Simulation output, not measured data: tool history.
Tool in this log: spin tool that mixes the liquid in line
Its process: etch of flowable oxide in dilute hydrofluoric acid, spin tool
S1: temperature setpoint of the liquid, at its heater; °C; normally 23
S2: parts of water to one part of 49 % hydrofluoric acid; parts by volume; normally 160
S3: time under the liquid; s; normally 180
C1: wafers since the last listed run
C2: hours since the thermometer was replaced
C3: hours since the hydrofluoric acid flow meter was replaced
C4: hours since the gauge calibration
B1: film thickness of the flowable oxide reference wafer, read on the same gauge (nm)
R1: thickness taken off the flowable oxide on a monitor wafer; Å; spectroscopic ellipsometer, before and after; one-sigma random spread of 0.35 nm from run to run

run	day	S1	S2	S3	C1	C2	C3	C4	B1	R1
1	0	23	160	180	0	1005.9	62.8	1485.5	40.01	353.1
2	1.404	23	160	180	154	1039.6	96.5	1519.2	40.05	349
3	2.7	23	160	180	142	1070.7	127.6	1550.3	39.99	345.6
4	5.046	23	185	180	257	1127	183.9	1606.6	40.02	289.7
5	7.188	23	185	180	235	1178.4	235.3	1658	39.99	290.3
6	8.517	23	185	180	145	1210.3	267.2	1689.9	40.01	289.1
# day 10.154: thermometer replaced
7	10.904	23	115	180	257	18	324.5	1747.2	39.98	481.7
8	13.788	19.5	225	75	316	87.2	393.7	1816.4	40.02	80.1
9	15.375	23	185	270	174	125.3	431.8	1854.5	40.02	424.6
10	22.75	18.5	225	180	810	302.3	608.8	2031.5	40.03	184.5
11	25.042	20	210	95	251	357.3	663.8	2086.5	39.97	111.4
12	26.488	26	160	180	158	392	698.5	2121.2	40.01	360.6
# day 27.075: hydrofluoric acid flow meter replaced
13	29.292	19	135	125	303	459.3	53.2	2188.5	39.99	233.1
# day 30.267: thermometer replaced, repeated, since the last time left the tool worse
14	37.738	23	190	180	923	179.3	255.9	2391.2	39.99	297.1
15	39.608	27.5	200	290	205	224.2	300.8	2436.1	39.99	529.6
16	42.096	18	160	180	273	283.9	360.5	2495.8	40.01	302.3
17	44.775	23	160	115	294	348.2	424.8	2560.1	39.93	231.4
18	46.917	18.5	160	95	235	399.6	476.2	2611.5	40	161.5
19	48.633	23	160	180	188	440.8	517.4	2652.7	39.96	356.5
# day 49.379: hydrofluoric acid flow meter replaced
# day 49.488: gauge calibrated
20	49.9	21.5	115	210	134	471.2	12.5	9.9	40	579.5
21	52.767	23	205	280	314	540	81.3	78.7	40.02	410.3
22	55.146	26	210	180	261	597.1	138.4	135.8	40.05	287.5
23	57.262	23	80	180	232	647.9	189.2	186.6	40	780.1
24	59.696	23	160	145	267	706.3	247.6	245	39.98	284.2
25	62.321	24.5	115	180	288	769.3	310.6	308	40	543
26	65.112	23	160	180	306	836.3	377.6	375	39.97	350.8
27	66.979	19	160	180	205	881.1	422.4	419.8	40.01	296.3
28	73.954	27.5	225	180	766	1048.5	589.8	587.2	39.98	275.9
# day 75.162: hydrofluoric acid flow meter replaced
# day 75.296: thermometer replaced
29	75.617	23	210	180	173	7.7	10.9	627.1	39.93	264.9
30	76.712	25.5	215	265	120	34	37.2	653.4	40.01	421.3
31	79.296	23	160	145	283	96	99.2	715.4	39.98	290.8
32	81.342	25	130	125	224	145.1	148.3	764.5	40	350

For some of the steps in R1 from one run to the next: how much would appear even if the tool had no hidden state, given the settings, what came in and random variation, and how much remains for the hidden state plus any gauge scatter that the measured result and the result without hidden state don't share?
What the log doesn't record here: liquid colder than its thermometer reads (K); hydrofluoric acid flow below the setpoint (%); gauge reads high (%).
Run 6 -> 7: S2 185 -> 115, thermometer replaced. R1 +192.6 Å: hidden state -33.1, all else +225.7.
Run 7 -> 8: S1 23 -> 19.5, S2 115 -> 225, S3 180 -> 75. R1 -401.6 Å: hidden state +44.2, all else -445.8.
Run 8 -> 9: S1 19.5 -> 23, S2 225 -> 185, S3 75 -> 270. R1 +344.5 Å: hidden state -38.4, all else +382.9.
Run 22 -> 23: S1 26 -> 23, S2 210 -> 80. R1 +492.6 Å: hidden state -21, all else +513.6.
Run 23 -> 24: S2 80 -> 160, S3 180 -> 145. R1 -495.9 Å: hidden state +18.8, all else -514.7.

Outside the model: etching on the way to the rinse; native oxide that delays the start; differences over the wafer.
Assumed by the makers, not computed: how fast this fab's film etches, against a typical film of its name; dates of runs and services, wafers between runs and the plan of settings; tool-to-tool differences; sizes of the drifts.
